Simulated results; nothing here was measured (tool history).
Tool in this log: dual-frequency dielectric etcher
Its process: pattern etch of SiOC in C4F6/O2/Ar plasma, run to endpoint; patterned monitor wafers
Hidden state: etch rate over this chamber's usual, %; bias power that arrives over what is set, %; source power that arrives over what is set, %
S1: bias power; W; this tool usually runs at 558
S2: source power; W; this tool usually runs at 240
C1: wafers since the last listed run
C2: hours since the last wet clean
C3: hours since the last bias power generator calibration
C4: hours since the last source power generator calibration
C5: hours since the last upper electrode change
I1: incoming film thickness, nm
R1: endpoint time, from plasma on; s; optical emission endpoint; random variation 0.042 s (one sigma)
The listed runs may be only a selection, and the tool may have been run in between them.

run    hour   S1   S2    C1     C2      C3      C4      C5     I1    R1
  1       0  558  200     0   23.8  2599.9  2142.5  2710.6  30.42  13.4
  2    75.7  558  280   940   99.5  2675.6  2218.2  2786.3  30.53  12.2
  3   129.1  558  280   663  152.9    2729  2271.6  2839.7  30.16    12
  4   194.2  558  280   809    218  2794.1  2336.7  2904.8  30.42    12
  5   250.5  558  240   699  274.3  2850.4    2393  2961.1  30.47  12.6
  6     318  558  240   838  341.8  2917.9  2460.5  3028.6  30.04  12.4
  7   381.8  497  240   792  405.6  2981.7  2524.3  3092.4  30.52  13.1
      413.7  -- bias power generator calibrated
  8   419.7  558  240   421  443.5       6  2562.2  3130.3   30.2  12.4
  9   500.9  558  240  1009  524.7    87.2  2643.4  3211.5  30.35  12.4
 10   573.9  558  240   907  597.7   160.2  2716.4  3284.5  30.21  12.3
      678.2  -- wet clean of the chamber
 11   769.1  595  240  2127   90.9   355.4  2911.6  3479.7  30.24  12.2
 12   876.3  477  260  1332  198.1   462.6  3018.8  3586.9  30.69  13.2
 13   930.8  452  210   677  252.6   517.1  3073.3  3641.4  30.34  14.1
      979.2  -- source power generator calibrated
 14  1012.9  660  300   970  334.7   599.2    33.7  3723.5  30.03  10.8
 15  1115.1  477  240  1270  436.9   701.4   135.9  3825.7  30.26  13.1
 16  1173.9  649  240   730  495.7   760.2   194.7  3884.5  30.58  11.7
 17  1278.8  682  280  1303  600.6   865.1   299.6  3989.4  30.57  10.9
 18  1367.3  558  240  1099  689.1   953.6   388.1  4077.9  30.43  12.2
 19  1438.6  508  240   886  760.4  1024.9   459.4  4149.2  30.56  12.7
       1472  -- wet clean of the chamber
 20  1541.1  522  270   975   69.1  1127.4   561.9  4251.7  30.42  12.5
 21  1597.4  558  240   699  125.4  1183.7   618.2    4308  30.15  12.5
     1627.9  -- upper electrode replaced
 22  1702.6  558  260  1009  230.6  1288.9   723.4    74.7  29.84    12
 23  1777.4  558  270   929  305.4  1363.7   798.2   149.5  30.76  12.2
 24    1843  637  190   815    371  1429.3   863.8   215.1  30.45  12.6
 25  1900.1  485  240   709  428.1  1486.4   920.9   272.2  30.28  13.1
 26  1990.3  668  220  1121  518.3  1576.6  1011.1   362.4  30.29  11.7
 27  2040.5  558  240   623  568.5  1626.8  1061.3   412.6  30.17  12.2
 28  2129.2  477  260  1102  657.2  1715.5    1150   501.3  30.41  12.7
 29  2207.4  615  240   971  735.4  1793.7  1228.2   579.5  30.39  11.8
       2278  -- wet clean of the chamber
 30  2278.5  617  210   585    0.5  1864.8  1299.3   650.6   30.1  12.6
 31  2351.8  492  210   911   73.8  1938.1  1372.6   723.9  30.58  13.9
 32  2436.1  648  240  1047  158.1  2022.4  1456.9   808.2  30.62  11.9
 33  2493.1  458  240   708  215.1  2079.4  1513.9   865.2  29.98  13.4
 34  2564.1  558  240   882  286.1  2150.4  1584.9   936.2  30.01  12.3

Results for each run, recomputed without the tool's hidden state and with each run's random variation untouched:
run    R1
  1  13.3
  2  12.2
  3    12
  4    12
  5  12.7
  6  12.5
  7  13.3
  8  12.6
  9  12.6
 10  12.6
 11  12.2
 12  13.3
 13  14.2
 14    11
 15  13.4
 16    12
 17  11.2
 18  12.6
 19  13.2
 20  12.5
 21  12.6
 22  12.1
 23  12.4
 24  12.8
 25  13.3
 26    12
 27  12.6
 28  13.1
 29  12.2
 30  12.5
 31  13.9
 32  11.9
 33  13.5
 34  12.4
